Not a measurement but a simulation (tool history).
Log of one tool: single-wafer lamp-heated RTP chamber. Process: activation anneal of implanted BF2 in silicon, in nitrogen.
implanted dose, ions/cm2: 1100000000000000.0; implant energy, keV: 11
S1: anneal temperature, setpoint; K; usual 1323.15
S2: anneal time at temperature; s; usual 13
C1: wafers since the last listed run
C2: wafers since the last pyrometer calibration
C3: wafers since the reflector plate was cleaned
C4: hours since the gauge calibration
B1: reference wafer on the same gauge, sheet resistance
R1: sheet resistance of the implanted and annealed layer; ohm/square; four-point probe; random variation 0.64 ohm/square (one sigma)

run 1 hour=0.0 | S1=1342.15 S2=13 | C1=0 C2=604 C3=1598 C4=511.4 | B1=182.90 | R1=145.55
run 2 hour=27.8 | S1=1342.15 S2=13 | C1=236 C2=840 C3=1835 C4=539.2 | B1=182.89 | R1=144.62
run 3 hour=54.2 | S1=1342.15 S2=13 | C1=224 C2=1065 C3=2059 C4=565.6 | B1=183.08 | R1=146.10
run 4 hour=80.2 | S1=1308.15 S2=15 | C1=221 C2=1286 C3=2281 C4=591.6 | B1=182.91 | R1=173.28
run 5 hour=114.6 | S1=1308.15 S2=15 | C1=292 C2=1579 C3=2573 C4=626.0 | B1=182.82 | R1=174.51
run 6 hour=140.6 | S1=1323.15 S2=13 | C1=221 C2=1800 C3=2795 C4=652.0 | B1=183.20 | R1=160.17
-- hour=161.4 pyrometer window cleaned and pyrometer calibrated
run 7 hour=161.9 | S1=1323.15 S2=13 | C1=113 C2=4 C3=2908 C4=673.3 | B1=183.16 | R1=160.93
run 8 hour=191.7 | S1=1323.15 S2=13 | C1=253 C2=257 C3=3161 C4=703.1 | B1=182.82 | R1=161.05
run 9 hour=211.4 | S1=1323.15 S2=13 | C1=167 C2=425 C3=3329 C4=722.8 | B1=182.82 | R1=160.44
run 10 hour=313.5 | S1=1323.15 S2=13 | C1=868 C2=1294 C3=4198 C4=824.9 | B1=183.25 | R1=160.52
run 11 hour=329.0 | S1=1323.15 S2=13 | C1=131 C2=1426 C3=4330 C4=840.4 | B1=182.87 | R1=159.30
run 12 hour=350.6 | S1=1323.15 S2=13 | C1=183 C2=1610 C3=4514 C4=862.0 | B1=182.87 | R1=160.20
-- hour=364.9 reflector plate cleaned
run 13 hour=382.3 | S1=1323.15 S2=13 | C1=201 C2=1811 C3=148 C4=893.7 | B1=182.99 | R1=160.24
-- hour=403.2 pyrometer window cleaned and pyrometer calibrated
run 14 hour=413.0 | S1=1323.15 S2=13 | C1=193 C2=83 C3=341 C4=924.4 | B1=182.87 | R1=160.69
run 15 hour=445.8 | S1=1323.15 S2=13 | C1=279 C2=362 C3=620 C4=957.2 | B1=182.81 | R1=160.25
run 16 hour=458.9 | S1=1323.15 S2=13 | C1=111 C2=474 C3=732 C4=970.3 | B1=183.03 | R1=160.50
-- hour=473.3 gauge calibrated
run 17 hour=515.6 | S1=1323.15 S2=13 | C1=482 C2=956 C3=1214 C4=42.3 | B1=182.90 | R1=160.43
run 18 hour=532.2 | S1=1323.15 S2=10 | C1=141 C2=1097 C3=1355 C4=58.9 | B1=182.95 | R1=168.33
run 19 hour=551.8 | S1=1314.15 S2=6 | C1=166 C2=1264 C3=1522 C4=78.5 | B1=182.92 | R1=201.56
run 20 hour=576.9 | S1=1323.15 S2=13 | C1=213 C2=1478 C3=1736 C4=103.6 | B1=182.93 | R1=160.57
run 21 hour=612.0 | S1=1333.15 S2=8 | C1=298 C2=1777 C3=2035 C4=138.7 | B1=183.08 | R1=165.62
run 22 hour=625.3 | S1=1323.15 S2=8 | C1=113 C2=1890 C3=2148 C4=152.0 | B1=182.83 | R1=176.13
-- hour=640.3 pyrometer window cleaned and pyrometer calibrated
run 23 hour=657.3 | S1=1323.15 S2=13 | C1=204 C2=144 C3=2352 C4=184.0 | B1=182.89 | R1=160.27
run 24 hour=676.6 | S1=1334.15 S2=16 | C1=164 C2=309 C3=2516 C4=203.3 | B1=183.11 | R1=146.92

The next listed run, before its measurement:
run 25 hour=712.0 | S1=1323.15 S2=13 | C1=301 C2=610 C3=2817 C4=238.7 | B1=? | R1=?

B1: 182.87
R1: 161.11 ohm/square
Without the tool's hidden state the same run would have given R1 161.11 ohm/square.
